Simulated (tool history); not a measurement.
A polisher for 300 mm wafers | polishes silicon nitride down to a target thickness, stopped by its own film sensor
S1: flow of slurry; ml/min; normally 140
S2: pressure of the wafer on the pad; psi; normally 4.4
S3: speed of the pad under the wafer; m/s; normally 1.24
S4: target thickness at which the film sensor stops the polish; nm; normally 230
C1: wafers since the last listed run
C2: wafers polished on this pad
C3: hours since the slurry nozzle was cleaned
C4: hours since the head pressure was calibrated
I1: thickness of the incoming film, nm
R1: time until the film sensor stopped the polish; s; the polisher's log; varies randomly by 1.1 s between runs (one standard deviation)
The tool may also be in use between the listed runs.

Run 1, hour 0: usual settings but S1 160 ml/min, S3 0.98 m/s; C1 0; C2 115; C3 308; C4 382.9; I1 474.7. Result: R1 111.1 s.
Run 2, hour 7.9: usual settings but S3 1.04 m/s; C1 51; C2 166; C3 315.9; C4 390.8; I1 474.3. Result: R1 110.6 s.
Run 3, hour 24.4: usual settings but S3 1.04 m/s; C1 107; C2 273; C3 332.4; C4 407.3; I1 486.2. Result: R1 121.2 s.
Run 4, hour 32.3: usual settings but S3 1.04 m/s; C1 51; C2 325; C3 340.3; C4 415.2; I1 481.7. Result: R1 116.3 s.
Run 5, hour 42.8: usual settings but S1 175 ml/min; C1 68; C2 393; C3 350.8; C4 425.7; I1 470.4. Result: R1 95.7 s.
Run 6, hour 50.6: usual settings but S1 175 ml/min; C1 50; C2 443; C3 358.6; C4 433.5; I1 478.4. Result: R1 102.3 s.
Run 7, hour 60.8: usual settings but S1 175 ml/min; C1 66; C2 510; C3 368.8; C4 443.7; I1 485. Result: R1 108.3 s.
Run 8, hour 72.9: usual settings but S1 90 ml/min, S2 3.4 psi; C1 78; C2 588; C3 380.9; C4 455.8; I1 487.2. Result: R1 178.5 s.
At hour 86.6: worn pad replaced by a new one.
Run 9, hour 90.3: usual settings but S1 175 ml/min; C1 87; C2 24; C3 398.3; C4 473.2; I1 481.9. Result: R1 109.4 s.
Run 10, hour 107: usual settings but S2 3.1 psi; C1 108; C2 132; C3 415; C4 489.9; I1 482.5. Result: R1 171.4 s.

The next listed run, before its measurement:
At hour 124.6: slurry nozzle cleaned.
At hour 128.5: head pressure recalibrated.
Run 11, hour 149: usual settings but S1 165 ml/min, S2 5.8 psi, S4 265 nm; C1 253; C2 385; C3 24.4; C4 20.5; I1 476.7. Result: R1 ?.

Run 11 yielded R1 58 s.
Take away the tool's hidden state, keep the run-to-run variation as it was, and the same run would have given R1 58 s.

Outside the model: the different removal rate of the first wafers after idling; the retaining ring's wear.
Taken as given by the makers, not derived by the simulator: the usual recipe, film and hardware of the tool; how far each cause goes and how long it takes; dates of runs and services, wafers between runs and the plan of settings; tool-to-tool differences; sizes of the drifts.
